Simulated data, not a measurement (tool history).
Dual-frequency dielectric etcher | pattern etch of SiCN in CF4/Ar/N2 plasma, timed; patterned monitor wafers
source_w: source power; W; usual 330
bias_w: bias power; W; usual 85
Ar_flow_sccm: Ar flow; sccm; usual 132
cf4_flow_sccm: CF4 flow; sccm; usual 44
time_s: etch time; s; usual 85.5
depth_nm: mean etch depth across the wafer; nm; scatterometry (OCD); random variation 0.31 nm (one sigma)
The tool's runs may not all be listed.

run	hour	source_w	bias_w	Ar_flow_sccm	cf4_flow_sccm	time_s	wafers since the last listed run	hours since the last wet clean	hours since the last source power generator calibration	hours since the last bias power generator calibration	hours since the last Ar flow controller change	hours since the last CF4 flow controller change	hours since the last upper electrode change	hours since the gauge calibration	read-back reference wafer on the same gauge, depth_nm	depth_nm
1	0.0	330	85	153	44	85.5	0	313.4	2035.9	2658.2	3304.4	3555.2	5082.5	1014.2	43.7	50.3
2	39.1	330	85	156	44	85.5	561	352.5	2075.0	2697.3	3343.5	3594.3	5121.6	1053.3	43.7	50.4
# hour 76.8: Ar flow controller replaced
3	146.9	330	85	132	44	85.5	1461	460.3	2182.8	2805.1	70.1	3702.1	5229.4	1161.1	43.7	52.2
4	247.0	300	85	132	44	85.5	1436	560.4	2282.9	2905.2	170.2	3802.2	5329.5	1261.2	43.7	49.8
# hour 285.9: wet clean of the chamber
5	317.1	300	85	132	44	85.5	661	31.2	2353.0	2975.3	240.3	3872.3	5399.6	1331.3	43.6	47.5
6	362.0	330	85	109	44	85.5	644	76.1	2397.9	3020.2	285.2	3917.2	5444.5	1376.2	43.7	52.3
7	418.5	330	85	146	51	85.5	811	132.6	2454.4	3076.7	341.7	3973.7	5501.0	1432.7	43.7	50.3
# hour 429.2: source power generator calibrated
8	515.7	300	85	132	44	85.5	1337	229.8	86.5	3173.9	438.9	4070.9	5598.2	1529.9	43.7	47.6
9	581.1	310	75	132	33	75.0	938	295.2	151.9	3239.3	504.3	4136.3	5663.6	1595.3	43.7	39.1
# hour 591.0: bias power generator calibrated
# hour 617.9: gauge calibrated
10	685.6	330	85	132	44	85.5	1442	399.7	256.4	94.6	608.8	4240.8	5768.1	67.7	43.7	51.4
11	779.2	390	85	132	44	85.5	1343	493.3	350.0	188.2	702.4	4334.4	5861.7	161.3	43.8	58.3
# hour 795.1: CF4 flow controller replaced
# hour 877.5: upper electrode replaced
12	878.0	330	77	151	35	62.0	987	592.1	448.8	287.0	801.2	82.9	0.5	260.1	43.7	34.4
13	920.0	330	85	132	44	64.5	602	634.1	490.8	329.0	843.2	124.9	42.5	302.1	43.7	40.0
# hour 986.3: wet clean of the chamber
14	986.8	330	85	132	44	85.5	614	0.5	557.6	395.8	910.0	191.7	109.3	368.9	43.7	50.9
15	1042.2	330	85	107	44	85.5	795	55.9	613.0	451.2	965.4	247.1	164.7	424.3	43.7	52.7
16	1129.9	330	69	132	44	77.0	1258	143.6	700.7	538.9	1053.1	334.8	252.4	512.0	43.6	42.3
17	1175.0	330	95	101	48	85.5	647	188.7	745.8	584.0	1098.2	379.9	297.5	557.1	43.7	57.4
18	1240.7	330	100	132	39	85.5	943	254.4	811.5	649.7	1163.9	445.6	363.2	622.8	43.6	54.9
19	1304.8	330	85	146	36	85.5	920	318.5	875.6	713.8	1228.0	509.7	427.3	686.9	43.7	49.5
20	1411.7	290	91	118	44	100.5	1534	425.4	982.5	820.7	1334.9	616.6	534.2	793.8	43.7	59.7
21	1496.6	380	77	145	38	85.5	1218	510.3	1067.4	905.6	1419.8	701.5	619.1	878.7	43.7	53.9

Forecast each of these 4 alternatives for the next run:
A	1497.0	330	85	165	44	85.5	5	510.7	1067.8	906.0	1420.2	701.9	619.5	879.1	?	?
B	1497.0	330	66	104	44	110.0	5	510.7	1067.8	906.0	1420.2	701.9	619.5	879.1	?	?
C	1497.0	250	71	132	40	93.0	5	510.7	1067.8	906.0	1420.2	701.9	619.5	879.1	?	?
D	1497.0	330	85	102	44	85.5	5	510.7	1067.8	906.0	1420.2	701.9	619.5	879.1	?	?

run	read-back reference wafer on the same gauge, depth_nm	depth_nm
A	43.7	50.8
B	43.7	63.7
C	43.7	44.2
D	43.7	55.3
Without the tool's hidden state the same runs would have given:
run	depth_nm
A	48.6
B	60.8
C	42.2
D	52.8
